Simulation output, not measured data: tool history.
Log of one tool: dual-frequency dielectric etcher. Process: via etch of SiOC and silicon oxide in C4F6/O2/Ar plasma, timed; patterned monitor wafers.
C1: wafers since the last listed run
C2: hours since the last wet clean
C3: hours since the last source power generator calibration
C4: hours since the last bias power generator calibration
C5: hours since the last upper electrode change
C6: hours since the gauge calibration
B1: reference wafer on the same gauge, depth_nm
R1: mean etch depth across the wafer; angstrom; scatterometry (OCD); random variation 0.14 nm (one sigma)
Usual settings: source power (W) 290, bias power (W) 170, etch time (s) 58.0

Run 1, hour 0.0: usual settings but bias power (W) 159; C1 0; C2 180.8; C3 4530.7; C4 4385.9; C5 1355.9; C6 796.7; B1 67.3. Result: R1 551 angstrom.
Run 2, hour 81.0: usual settings but bias power (W) 159; C1 1004; C2 261.8; C3 4611.7; C4 4466.9; C5 1436.9; C6 877.7; B1 67.3. Result: R1 552 angstrom.
Run 3, hour 99.5: usual settings but etch time (s) 45.5; C1 229; C2 280.3; C3 4630.2; C4 4485.4; C5 1455.4; C6 896.2; B1 67.3. Result: R1 445 angstrom.
Run 4, hour 134.3: usual settings but etch time (s) 45.5; C1 431; C2 315.1; C3 4665.0; C4 4520.2; C5 1490.2; C6 931.0; B1 67.3. Result: R1 446 angstrom.
Run 5, hour 150.8: usual settings; C1 204; C2 331.6; C3 4681.5; C4 4536.7; C5 1506.7; C6 947.5; B1 67.3. Result: R1 569 angstrom.
Run 6, hour 179.5: usual settings; C1 355; C2 360.3; C3 4710.2; C4 4565.4; C5 1535.4; C6 976.2; B1 67.3. Result: R1 569 angstrom.
Run 7, hour 199.5: usual settings but bias power (W) 201; C1 248; C2 380.3; C3 4730.2; C4 4585.4; C5 1555.4; C6 996.2; B1 67.3. Result: R1 608 angstrom.
At hour 200.4: gauge calibrated.
At hour 249.9: wet clean of the chamber.
Run 8, hour 250.4: usual settings; C1 333; C2 0.5; C3 4781.1; C4 4636.3; C5 1606.3; C6 50.0; B1 67.3. Result: R1 561 angstrom.
Run 9, hour 250.8: usual settings; C1 4; C2 0.9; C3 4781.5; C4 4636.7; C5 1606.7; C6 50.4; B1 67.3. Result: R1 563 angstrom.
At hour 267.8: bias power generator calibrated.
Run 10, hour 285.2: usual settings; C1 376; C2 35.3; C3 4815.9; C4 17.4; C5 1641.1; C6 84.8; B1 67.3. Result: R1 561 angstrom.
Run 11, hour 306.6: usual settings; C1 265; C2 56.7; C3 4837.3; C4 38.8; C5 1662.5; C6 106.2; B1 67.3. Result: R1 564 angstrom.
Run 12, hour 325.2: usual settings; C1 230; C2 75.3; C3 4855.9; C4 57.4; C5 1681.1; C6 124.8; B1 67.3. Result: R1 564 angstrom.
Run 13, hour 341.1: usual settings but source power (W) 330; C1 197; C2 91.2; C3 4871.8; C4 73.3; C5 1697.0; C6 140.7; B1 67.3. Result: R1 603 angstrom.
Run 14, hour 393.0: usual settings but etch time (s) 45.0; C1 643; C2 143.1; C3 4923.7; C4 125.2; C5 1748.9; C6 192.6; B1 67.3. Result: R1 439 angstrom.
At hour 404.6: source power generator calibrated.
Run 15, hour 418.4: usual settings but source power (W) 220, bias power (W) 147, etch time (s) 63.5; C1 265; C2 168.5; C3 13.8; C4 150.6; C5 1774.3; C6 218.0; B1 67.3. Result: R1 504 angstrom.
Run 16, hour 448.2: usual settings; C1 369; C2 198.3; C3 43.6; C4 180.4; C5 1804.1; C6 247.8; B1 67.3. Result: R1 567 angstrom.
At hour 479.9: upper electrode replaced.
Run 17, hour 480.4: usual settings; C1 101; C2 230.5; C3 75.8; C4 212.6; C5 0.5; C6 280.0; B1 67.3. Result: R1 566 angstrom.
Run 18, hour 494.3: usual settings but source power (W) 330, bias power (W) 184, etch time (s) 51.5; C1 172; C2 244.4; C3 89.7; C4 226.5; C5 14.4; C6 293.9; B1 67.3. Result: R1 556 angstrom.
Run 19, hour 521.7: usual settings; C1 339; C2 271.8; C3 117.1; C4 253.9; C5 41.8; C6 321.3; B1 67.3. Result: R1 568 angstrom.
Run 20, hour 556.0: usual settings but source power (W) 230, bias power (W) 152, etch time (s) 46.0; C1 425; C2 306.1; C3 151.4; C4 288.2; C5 76.1; C6 355.6; B1 67.3. Result: R1 381 angstrom.
Run 21, hour 606.9: usual settings but etch time (s) 65.0; C1 631; C2 357.0; C3 202.3; C4 339.1; C5 127.0; C6 406.5; B1 67.3. Result: R1 638 angstrom.
At hour 638.9: wet clean of the chamber.
Run 22, hour 639.4: usual settings but source power (W) 270, bias power (W) 181, etch time (s) 48.0; C1 105; C2 0.5; C3 234.8; C4 371.6; C5 159.5; C6 439.0; B1 67.3. Result: R1 462 angstrom.
Run 23, hour 662.5: usual settings but source power (W) 220, bias power (W) 192; C1 286; C2 23.6; C3 257.9; C4 394.7; C5 182.6; C6 462.1; B1 67.3. Result: R1 516 angstrom.
Run 24, hour 677.6: usual settings but etch time (s) 50.0; C1 187; C2 38.7; C3 273.0; C4 409.8; C5 197.7; C6 477.2; B1 67.3. Result: R1 487 angstrom.
Run 25, hour 700.5: usual settings but source power (W) 260, bias power (W) 207, etch time (s) 67.0; C1 283; C2 61.6; C3 295.9; C4 432.7; C5 220.6; C6 500.1; B1 67.3. Result: R1 669 angstrom.
Run 26, hour 716.3: usual settings but source power (W) 340, etch time (s) 47.5; C1 195; C2 77.4; C3 311.7; C4 448.5; C5 236.4; C6 515.9; B1 67.3. Result: R1 503 angstrom.
Run 27, hour 739.9: usual settings but source power (W) 340, bias power (W) 198; C1 292; C2 101.0; C3 335.3; C4 472.1; C5 260.0; C6 539.5; B1 67.3. Result: R1 650 angstrom.
Run 28, hour 774.8: usual settings but source power (W) 310, bias power (W) 146, etch time (s) 42.0; C1 432; C2 135.9; C3 370.2; C4 507.0; C5 294.9; C6 574.4; B1 67.3. Result: R1 399 angstrom.
Run 29, hour 790.1: usual settings but bias power (W) 192, etch time (s) 49.0; C1 189; C2 151.2; C3 385.5; C4 522.3; C5 310.2; C6 589.7; B1 67.3. Result: R1 504 angstrom.

5 ways to go on from here, each from the tool as it stands after run 29. What would each give?
Run A, hour 790.5: usual settings; C1 4; C2 151.6; C3 385.9; C4 522.7; C5 310.6; C6 590.1; B1 ?. Result: R1 ?.
Run B, hour 790.5: usual settings but source power (W) 340, etch time (s) 46.0; C1 4; C2 151.6; C3 385.9; C4 522.7; C5 310.6; C6 590.1; B1 ?. Result: R1 ?.
Run C, hour 790.5: usual settings but source power (W) 360, bias power (W) 142, etch time (s) 71.0; C1 4; C2 151.6; C3 385.9; C4 522.7; C5 310.6; C6 590.1; B1 ?. Result: R1 ?.
Run D, hour 790.5: usual settings but source power (W) 350, bias power (W) 139, etch time (s) 69.0; C1 4; C2 151.6; C3 385.9; C4 522.7; C5 310.6; C6 590.1; B1 ?. Result: R1 ?.
Run E, hour 790.5: usual settings but source power (W) 340, bias power (W) 137; C1 4; C2 151.6; C3 385.9; C4 522.7; C5 310.6; C6 590.1; B1 ?. Result: R1 ?.

run    B1   R1
  A  67.4  568
  B  67.4  487
  C  67.4  717
  D  67.4  681
  E  67.4  561
Without the tool's hidden state the same runs would have given:
run   R1
  A  563
  B  483
  C  712
  D  677
  E  557
